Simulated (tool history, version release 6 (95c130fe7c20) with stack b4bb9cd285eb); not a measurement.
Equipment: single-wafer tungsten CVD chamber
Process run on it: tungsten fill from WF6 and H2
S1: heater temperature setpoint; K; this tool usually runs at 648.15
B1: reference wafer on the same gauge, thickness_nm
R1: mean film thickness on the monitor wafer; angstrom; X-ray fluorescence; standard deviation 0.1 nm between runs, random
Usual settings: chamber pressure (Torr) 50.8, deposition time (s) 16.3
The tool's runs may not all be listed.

Run 1, hour 0.0: usual settings but S1 658.15 K; B1 42.266. Result: R1 440.41 angstrom.
Run 2, hour 56.8: usual settings but chamber pressure (Torr) 58.5; B1 42.337. Result: R1 386.58 angstrom.
Run 3, hour 148.2: usual settings; B1 42.277. Result: R1 368.90 angstrom.
Run 4, hour 227.4: usual settings; B1 42.293. Result: R1 368.89 angstrom.
Run 5, hour 282.0: usual settings; B1 42.329. Result: R1 365.13 angstrom.
Run 6, hour 353.3: usual settings; B1 42.288. Result: R1 365.79 angstrom.
Run 7, hour 404.7: usual settings; B1 42.329. Result: R1 365.67 angstrom.
Run 8, hour 502.9: usual settings; B1 42.358. Result: R1 363.13 angstrom.
Run 9, hour 609.4: usual settings; B1 42.293. Result: R1 362.48 angstrom.
At hour 625.5: showerhead replaced.
Run 10, hour 688.4: usual settings but S1 639.15 K, chamber pressure (Torr) 61.2; B1 42.286. Result: R1 326.85 angstrom.
At hour 702.1: gauge calibrated.
Run 11, hour 785.8: usual settings but S1 661.15 K, deposition time (s) 17.6; B1 42.215. Result: R1 490.11 angstrom.
Run 12, hour 885.7: usual settings but S1 661.15 K, chamber pressure (Torr) 54.9, deposition time (s) 15.1; B1 42.319. Result: R1 428.02 angstrom.
At hour 915.6: capacitance manometer re-zeroed and calibrated.
Run 13, hour 929.3: usual settings but chamber pressure (Torr) 46.4; B1 42.334. Result: R1 345.71 angstrom.
At hour 1005.6: thermocouple changed; heater temperature recalibrated.
Run 14, hour 1030.0: usual settings; B1 42.308. Result: R1 371.92 angstrom.

The next listed run, before its measurement:
Run 15, hour 1114.2: usual settings but S1 653.15 K, chamber pressure (Torr) 39.3, deposition time (s) 15.3; B1 ?. Result: R1 ?.

B1: 42.347
R1: 351.19 angstrom
Were there no unlogged condition in the tool, this run, its random variation unchanged, would have produced R1 352.15 angstrom.
